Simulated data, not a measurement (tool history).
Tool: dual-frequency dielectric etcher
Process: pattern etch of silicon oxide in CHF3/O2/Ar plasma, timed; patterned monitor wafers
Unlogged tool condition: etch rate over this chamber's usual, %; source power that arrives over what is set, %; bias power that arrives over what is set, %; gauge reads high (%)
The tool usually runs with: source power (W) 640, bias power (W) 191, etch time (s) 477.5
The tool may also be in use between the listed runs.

run     day  source power (W)  bias power (W)  etch time (s)  wafers since the last listed run  hours since the last wet clean  hours since the last source power generator calibration  hours since the last bias power generator calibration  hours since the last upper electrode change  hours since the gauge calibration  read-back reference wafer on the same gauge, depth_nm  mean etch depth across the wafer (nm)
  1   0.000               640             191          477.5                                 0                           112.8                                                   2054.4                                                 4615.5                                       3342.6                              212.3                                                 1013.6                                 1018.1
  2   1.933               640             191          477.5                               174                           159.2                                                   2100.8                                                 4661.9                                       3389.0                              258.7                                                 1009.4                                 1001.4
  3   4.192               640             191          477.5                               204                           213.4                                                   2155.0                                                 4716.1                                       3443.2                              312.9                                                 1012.5                                  999.3
  4   5.896               640             191          477.5                               154                           254.3                                                   2195.9                                                 4757.0                                       3484.1                              353.8                                                 1010.8                                 1023.3
  5   7.046               640             208          477.5                               104                           281.9                                                   2223.5                                                 4784.6                                       3511.7                              381.4                                                 1010.4                                 1057.6
  6  12.938               640             208          477.5                               533                           423.3                                                   2364.9                                                 4926.0                                       3653.1                              522.8                                                 1010.2                                 1035.7
     14.138  -- wet clean of the chamber, repeated, since the last time left the tool worse
  7  15.883               640             208          477.5                               176                            41.9                                                   2435.6                                                 4996.7                                       3723.8                              593.5                                                 1010.2                                  993.2
  8  17.208               640             203          477.5                               119                            73.7                                                   2467.4                                                 5028.5                                       3755.6                              625.3                                                 1013.0                                  979.2
  9  18.800               640             203          477.5                               144                           111.9                                                   2505.6                                                 5066.7                                       3793.8                              663.5                                                 1012.6                                  979.8
 10  20.154               780             191          520.5                               122                           144.4                                                   2538.1                                                 5099.2                                       3826.3                              696.0                                                 1009.1                                 1165.3
     20.429  -- bias power generator calibrated
 11  21.379               640             175          477.5                                95                           173.8                                                   2567.5                                                   22.8                                       3855.7                              725.4                                                 1009.5                                  936.5
 12  24.058               640             191          533.5                               242                           238.1                                                   2631.8                                                   87.1                                       3920.0                              789.7                                                 1012.0                                 1056.7
 13  26.704               640             191          477.5                               239                           301.6                                                   2695.3                                                  150.6                                       3983.5                              853.2                                                 1013.0                                  962.1
 14  34.154               640             165          477.5                               674                           480.4                                                   2874.1                                                  329.4                                       4162.3                             1032.0                                                 1012.0                                  887.2
 15  35.396               690             171          360.5                               112                           510.2                                                   2903.9                                                  359.2                                       4192.1                             1061.8                                                 1009.7                                  712.1
 16  36.592               640             191          477.5                               108                           538.9                                                   2932.6                                                  387.9                                       4220.8                             1090.5                                                 1013.0                                  930.3
     38.746  -- upper electrode replaced
     41.254  -- wet clean of the chamber
     42.575  -- source power generator calibrated
 17  42.738               710             164          570.5                               360                            35.6                                                      3.9                                                  535.4                                         95.8                             1238.0                                                 1010.7                                 1134.0

The next listed run, before its measurement:
 18  43.975               640             191          477.5                               111                            65.3                                                     33.6                                                  565.1                                        125.5                             1267.7                                                      ?                                      ?

{"run 18": {"read-back reference wafer on the same gauge, depth_nm": 1010.5, "mean etch depth across the wafer (nm)": 950.6}}
Had the tool carried no hidden state, the very same run would have given mean etch depth across the wafer (nm) 960.4.
